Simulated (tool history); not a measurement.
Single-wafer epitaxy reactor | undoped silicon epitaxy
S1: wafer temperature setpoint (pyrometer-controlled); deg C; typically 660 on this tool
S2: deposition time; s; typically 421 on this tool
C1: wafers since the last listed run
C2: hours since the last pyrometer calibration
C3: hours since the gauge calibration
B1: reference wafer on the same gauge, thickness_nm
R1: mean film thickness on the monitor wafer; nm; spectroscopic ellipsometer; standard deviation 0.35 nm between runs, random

{"run": 1, "hour": 0.0, "S1": 650, "S2": 449, "C1": 0, "C2": 314.4, "C3": 218.7, "B1": 94.974, "R1": 74.931}
{"run": 2, "hour": 69.7, "S1": 650, "S2": 449, "C1": 382, "C2": 384.1, "C3": 288.4, "B1": 95.057, "R1": 75.758}
{"run": 3, "hour": 159.8, "S1": 650, "S2": 449, "C1": 494, "C2": 474.2, "C3": 378.5, "B1": 95.241, "R1": 75.506}
{"run": 4, "hour": 264.1, "S1": 660, "S2": 421, "C1": 572, "C2": 578.5, "C3": 482.8, "B1": 95.228, "R1": 85.298}
{"run": 5, "hour": 320.0, "S1": 660, "S2": 421, "C1": 306, "C2": 634.4, "C3": 538.7, "B1": 95.101, "R1": 85.044}
{"run": 6, "hour": 391.1, "S1": 660, "S2": 421, "C1": 390, "C2": 705.5, "C3": 609.8, "B1": 95.092, "R1": 85.292}
{"run": 7, "hour": 450.1, "S1": 660, "S2": 421, "C1": 323, "C2": 764.5, "C3": 668.8, "B1": 95.169, "R1": 84.861}
{"run": 8, "hour": 486.5, "S1": 660, "S2": 450, "C1": 199, "C2": 800.9, "C3": 705.2, "B1": 95.113, "R1": 90.437}
{"run": 9, "hour": 562.9, "S1": 660, "S2": 421, "C1": 419, "C2": 877.3, "C3": 781.6, "B1": 95.055, "R1": 84.639}
{"run": 10, "hour": 604.3, "S1": 660, "S2": 421, "C1": 227, "C2": 918.7, "C3": 823.0, "B1": 94.922, "R1": 85.071}
{"run": 11, "hour": 672.9, "S1": 660, "S2": 421, "C1": 376, "C2": 987.3, "C3": 891.6, "B1": 95.075, "R1": 84.96}
{"hour": 685.4, "done": "pyrometer calibrated"}
{"run": 12, "hour": 753.4, "S1": 660, "S2": 421, "C1": 397, "C2": 68.0, "C3": 972.1, "B1": 95.039, "R1": 86.361}
{"run": 13, "hour": 854.5, "S1": 660, "S2": 421, "C1": 554, "C2": 169.1, "C3": 1073.2, "B1": 94.96, "R1": 86.457}
{"run": 14, "hour": 913.5, "S1": 660, "S2": 421, "C1": 323, "C2": 228.1, "C3": 1132.2, "B1": 95.09, "R1": 86.678}
{"run": 15, "hour": 983.4, "S1": 660, "S2": 421, "C1": 383, "C2": 298.0, "C3": 1202.1, "B1": 94.988, "R1": 85.993}
{"run": 16, "hour": 1088.3, "S1": 660, "S2": 421, "C1": 575, "C2": 402.9, "C3": 1307.0, "B1": 95.236, "R1": 86.266}
{"run": 17, "hour": 1125.1, "S1": 660, "S2": 421, "C1": 202, "C2": 439.7, "C3": 1343.8, "B1": 95.275, "R1": 85.865}
{"run": 18, "hour": 1197.2, "S1": 660, "S2": 421, "C1": 395, "C2": 511.8, "C3": 1415.9, "B1": 95.213, "R1": 85.861}
{"run": 19, "hour": 1284.8, "S1": 660, "S2": 368, "C1": 480, "C2": 599.4, "C3": 1503.5, "B1": 95.07, "R1": 75.326}
{"run": 20, "hour": 1331.9, "S1": 660, "S2": 421, "C1": 258, "C2": 646.5, "C3": 1550.6, "B1": 94.907, "R1": 84.722}
{"run": 21, "hour": 1432.5, "S1": 670, "S2": 481, "C1": 552, "C2": 747.1, "C3": 1651.2, "B1": 95.064, "R1": 118.431}
{"run": 22, "hour": 1529.2, "S1": 665, "S2": 461, "C1": 530, "C2": 843.8, "C3": 1747.9, "B1": 95.0, "R1": 102.276}
{"hour": 1564.0, "done": "gauge calibrated"}
{"run": 23, "hour": 1631.8, "S1": 647, "S2": 337, "C1": 563, "C2": 946.4, "C3": 67.8, "B1": 95.087, "R1": 53.001}
{"run": 24, "hour": 1683.9, "S1": 669, "S2": 352, "C1": 286, "C2": 998.5, "C3": 119.9, "B1": 95.128, "R1": 83.772}
{"run": 25, "hour": 1727.8, "S1": 660, "S2": 421, "C1": 240, "C2": 1042.4, "C3": 163.8, "B1": 95.027, "R1": 85.297}
{"hour": 1778.5, "done": "pyrometer calibrated"}
{"run": 26, "hour": 1794.4, "S1": 660, "S2": 396, "C1": 321, "C2": 15.9, "C3": 230.4, "B1": 94.953, "R1": 81.278}
{"run": 27, "hour": 1833.2, "S1": 660, "S2": 421, "C1": 212, "C2": 54.7, "C3": 269.2, "B1": 95.011, "R1": 86.565}
{"run": 28, "hour": 1885.5, "S1": 660, "S2": 361, "C1": 287, "C2": 107.0, "C3": 321.5, "B1": 95.067, "R1": 73.867}
{"run": 29, "hour": 1959.2, "S1": 646, "S2": 349, "C1": 404, "C2": 180.7, "C3": 395.2, "B1": 95.197, "R1": 54.794}
{"run": 30, "hour": 2005.8, "S1": 670, "S2": 481, "C1": 255, "C2": 227.3, "C3": 441.8, "B1": 95.207, "R1": 117.733}
{"run": 31, "hour": 2076.8, "S1": 660, "S2": 421, "C1": 389, "C2": 298.3, "C3": 512.8, "B1": 95.007, "R1": 86.347}
{"run": 32, "hour": 2161.4, "S1": 674, "S2": 421, "C1": 464, "C2": 382.9, "C3": 597.4, "B1": 94.979, "R1": 111.418}
{"run": 33, "hour": 2261.4, "S1": 648, "S2": 449, "C1": 548, "C2": 482.9, "C3": 697.4, "B1": 95.15, "R1": 72.772}
{"run": 34, "hour": 2358.8, "S1": 660, "S2": 421, "C1": 534, "C2": 580.3, "C3": 794.8, "B1": 95.105, "R1": 84.925}
{"run": 35, "hour": 2396.3, "S1": 648, "S2": 348, "C1": 205, "C2": 617.8, "C3": 832.3, "B1": 95.177, "R1": 56.167}
{"run": 36, "hour": 2494.6, "S1": 654, "S2": 458, "C1": 539, "C2": 716.1, "C3": 930.6, "B1": 95.142, "R1": 82.865}
{"run": 37, "hour": 2537.3, "S1": 651, "S2": 370, "C1": 234, "C2": 758.8, "C3": 973.3, "B1": 95.167, "R1": 63.308}

For some of the steps in R1 from one run to the next: how much would appear even if the tool had no hidden state, given the settings, what came in and random variation, and how much remains for the hidden state plus any gauge scatter that the measured result and the result without hidden state don't share?
What the log doesn't record here: wafer temperature above the value expected at the setpoint (K); gauge reads high (%).
Run 11 -> 12: pyrometer calibrated. R1 +1.401 nm: hidden state +1.670, all else -0.269.
Run 22 -> 23: S1 665 -> 647, S2 461 -> 337, gauge calibrated. R1 -49.275 nm: hidden state +0.672, all else -49.947.
Run 25 -> 26: S2 421 -> 396, pyrometer calibrated. R1 -4.019 nm: hidden state +1.534, all else -5.553.
Run 29 -> 30: S1 646 -> 670, S2 349 -> 481. R1 +62.939 nm: hidden state -0.414, all else +63.353.
Run 32 -> 33: S1 674 -> 648, S2 421 -> 449. R1 -38.646 nm: hidden state +0.170, all else -38.816.
